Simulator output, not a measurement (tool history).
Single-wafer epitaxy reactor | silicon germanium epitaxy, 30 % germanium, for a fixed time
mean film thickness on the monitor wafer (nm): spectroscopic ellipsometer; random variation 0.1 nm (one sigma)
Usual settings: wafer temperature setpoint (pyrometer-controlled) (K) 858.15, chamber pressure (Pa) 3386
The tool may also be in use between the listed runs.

| run | hour | wafer temperature setpoint (pyrometer-controlled) (K) | chamber pressure (Pa) | read-back reference wafer on the same gauge, thickness_nm | mean film thickness on the monitor wafer (nm) |
|---|---|---|---|---|---|
| 1 | 0 | 858.15 | 3386 | 40.107 | 46.241 |
| 2 | 22.3 | 858.15 | 3386 | 40.102 | 46.005 |
| 3 | 50.8 | 858.15 | 3386 | 40.109 | 46.11 |
| 4 | 75.3 | 858.15 | 3386 | 40.1 | 46.175 |
| 5 | 101.6 | 858.15 | 3386 | 40.106 | 46.186 |
| 6 | 129.7 | 858.15 | 3386 | 40.103 | 46.378 |
| 7 | 159.2 | 858.15 | 3386 | 40.095 | 46.432 |
| 8 | 194.6 | 858.15 | 3386 | 40.109 | 46.431 |
| 9 | 217.4 | 869.15 | 3386 | 40.104 | 55.326 |
| 10 | 272.9 | 869.15 | 3386 | 40.086 | 55.5 |
| 11 | 285.4 | 852.15 | 3386 | 40.103 | 41.887 |
| 12 | 302.1 | 867.15 | 3386 | 40.098 | 53.701 |
| 13 | 326.3 | 867.15 | 3386 | 40.088 | 53.705 |
| 14 | 347 | 849.15 | 3693 | 40.108 | 41.852 |
|  | 351.9 | gauge calibrated |
| 15 | 376.3 | 858.15 | 3386 | 40.103 | 46.399 |
| 16 | 410.2 | 866.15 | 2626 | 40.093 | 44 |
|  | 433.4 | showerhead replaced |
| 17 | 436.7 | 867.15 | 3800 | 40.1 | 57.499 |
|  | 448.2 | pyrometer calibrated |
| 18 | 461.8 | 858.15 | 3386 | 40.103 | 46.316 |
| 19 | 478.8 | 873.15 | 3093 | 40.093 | 55.85 |
|  | 491.8 | capacitance manometer re-zeroed and calibrated |
| 20 | 505.9 | 869.15 | 3106 | 40.104 | 52.173 |

Forecast run 21:
| 21 | 521.3 | 844.15 | 3386 | ? | ? |

{"run 21": {"read-back reference wafer on the same gauge, thickness_nm": 40.092, "mean film thickness on the monitor wafer (nm)": 36.474}}
Without the tool's hidden state the same run would have given mean film thickness on the monitor wafer (nm) 36.474.
